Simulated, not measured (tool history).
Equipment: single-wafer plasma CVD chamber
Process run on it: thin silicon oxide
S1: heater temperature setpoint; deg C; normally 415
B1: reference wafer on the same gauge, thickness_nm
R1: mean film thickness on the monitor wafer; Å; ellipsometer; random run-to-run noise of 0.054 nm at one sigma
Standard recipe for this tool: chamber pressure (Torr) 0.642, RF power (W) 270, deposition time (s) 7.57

run 1 hour=0 | S1=415 chamber_pressure_(Torr)=0.717 RF_power_(W)=270 deposition_time_(s)=7.57 | B1=9.9 | R1=128.23
run 2 hour=23.6 | S1=415 chamber_pressure_(Torr)=0.642 RF_power_(W)=270 deposition_time_(s)=7.57 | B1=9.892 | R1=114.82
run 3 hour=59.6 | S1=415 chamber_pressure_(Torr)=0.642 RF_power_(W)=270 deposition_time_(s)=7.57 | B1=9.901 | R1=116.59
run 4 hour=156.5 | S1=415 chamber_pressure_(Torr)=0.642 RF_power_(W)=270 deposition_time_(s)=7.57 | B1=9.914 | R1=117.75
run 5 hour=186.1 | S1=415 chamber_pressure_(Torr)=0.515 RF_power_(W)=270 deposition_time_(s)=7.57 | B1=9.896 | R1=96.05
run 6 hour=219.1 | S1=415 chamber_pressure_(Torr)=0.515 RF_power_(W)=270 deposition_time_(s)=7.57 | B1=9.906 | R1=96.41
run 7 hour=233.8 | S1=415 chamber_pressure_(Torr)=0.642 RF_power_(W)=270 deposition_time_(s)=7.57 | B1=9.898 | R1=119.02
run 8 hour=247.7 | S1=415 chamber_pressure_(Torr)=0.642 RF_power_(W)=270 deposition_time_(s)=7.57 | B1=9.903 | R1=118.78
run 9 hour=268.1 | S1=415 chamber_pressure_(Torr)=0.642 RF_power_(W)=270 deposition_time_(s)=7.57 | B1=9.894 | R1=117.95
run 10 hour=288.4 | S1=415 chamber_pressure_(Torr)=0.642 RF_power_(W)=270 deposition_time_(s)=7.57 | B1=9.89 | R1=118.25
-- hour=312.3 gauge calibrated
-- hour=313.8 capacitance manometer re-zeroed and calibrated
run 11 hour=323.8 | S1=415 chamber_pressure_(Torr)=0.642 RF_power_(W)=270 deposition_time_(s)=7.57 | B1=9.899 | R1=110.67
run 12 hour=351.5 | S1=415 chamber_pressure_(Torr)=0.642 RF_power_(W)=270 deposition_time_(s)=8.43 | B1=9.901 | R1=123.31
run 13 hour=383.5 | S1=415 chamber_pressure_(Torr)=0.642 RF_power_(W)=270 deposition_time_(s)=8.43 | B1=9.909 | R1=123.02
run 14 hour=414.8 | S1=415 chamber_pressure_(Torr)=0.642 RF_power_(W)=270 deposition_time_(s)=8.43 | B1=9.903 | R1=123.46
run 15 hour=437.6 | S1=421 chamber_pressure_(Torr)=0.642 RF_power_(W)=270 deposition_time_(s)=7.57 | B1=9.9 | R1=111.39
-- hour=450.4 thermocouple changed; heater temperature recalibrated
run 16 hour=473.4 | S1=415 chamber_pressure_(Torr)=0.642 RF_power_(W)=270 deposition_time_(s)=7.57 | B1=9.904 | R1=111.64
run 17 hour=504.1 | S1=429 chamber_pressure_(Torr)=0.561 RF_power_(W)=305 deposition_time_(s)=8.16 | B1=9.907 | R1=113.31
run 18 hour=518.6 | S1=415 chamber_pressure_(Torr)=0.689 RF_power_(W)=270 deposition_time_(s)=6.25 | B1=9.896 | R1=98.73
run 19 hour=536.7 | S1=402 chamber_pressure_(Torr)=0.642 RF_power_(W)=220 deposition_time_(s)=7.57 | B1=9.905 | R1=94.72
-- hour=552.7 RF generator calibrated
run 20 hour=559.5 | S1=415 chamber_pressure_(Torr)=0.642 RF_power_(W)=245 deposition_time_(s)=8.47 | B1=9.899 | R1=115.24
run 21 hour=593.6 | S1=426 chamber_pressure_(Torr)=0.642 RF_power_(W)=270 deposition_time_(s)=7.57 | B1=9.9 | R1=110.25
-- hour=622.6 showerhead replaced
run 22 hour=623.6 | S1=415 chamber_pressure_(Torr)=0.642 RF_power_(W)=250 deposition_time_(s)=9.07 | B1=9.906 | R1=127.44
run 23 hour=655.8 | S1=415 chamber_pressure_(Torr)=0.565 RF_power_(W)=250 deposition_time_(s)=7.57 | B1=9.898 | R1=94.07
run 24 hour=689.9 | S1=427 chamber_pressure_(Torr)=0.736 RF_power_(W)=270 deposition_time_(s)=8.65 | B1=9.906 | R1=143.8
run 25 hour=708.1 | S1=415 chamber_pressure_(Torr)=0.642 RF_power_(W)=270 deposition_time_(s)=7.57 | B1=9.901 | R1=111.45
run 26 hour=732.4 | S1=415 chamber_pressure_(Torr)=0.687 RF_power_(W)=270 deposition_time_(s)=7.57 | B1=9.901 | R1=117.89
run 27 hour=785.2 | S1=410 chamber_pressure_(Torr)=0.642 RF_power_(W)=270 deposition_time_(s)=6.63 | B1=9.898 | R1=99.07
run 28 hour=807.5 | S1=415 chamber_pressure_(Torr)=0.575 RF_power_(W)=220 deposition_time_(s)=7.57 | B1=9.897 | R1=85.82
run 29 hour=836.7 | S1=420 chamber_pressure_(Torr)=0.524 RF_power_(W)=270 deposition_time_(s)=7.57 | B1=9.904 | R1=92.69

Each row is a separate what-if for the run after 29, all from the same tool condition, not one after another. Results?
run A hour=837.1 | S1=415 chamber_pressure_(Torr)=0.642 RF_power_(W)=300 deposition_time_(s)=7.57 | B1=? | R1=?
run B hour=837.1 | S1=415 chamber_pressure_(Torr)=0.642 RF_power_(W)=270 deposition_time_(s)=6.55 | B1=? | R1=?
run C hour=837.1 | S1=415 chamber_pressure_(Torr)=0.642 RF_power_(W)=295 deposition_time_(s)=6.66 | B1=? | R1=?
run D hour=837.1 | S1=415 chamber_pressure_(Torr)=0.642 RF_power_(W)=255 deposition_time_(s)=7.57 | B1=? | R1=?

run=A B1=9.901 R1=120.47
run=B B1=9.901 R1=97.39
run=C B1=9.901 R1=104.95
run=D B1=9.901 R1=107.91
Without the tool's hidden state the same runs would have given:
run=A R1=119.65
run=B R1=96.72
run=C R1=104.23
run=D R1=107.17
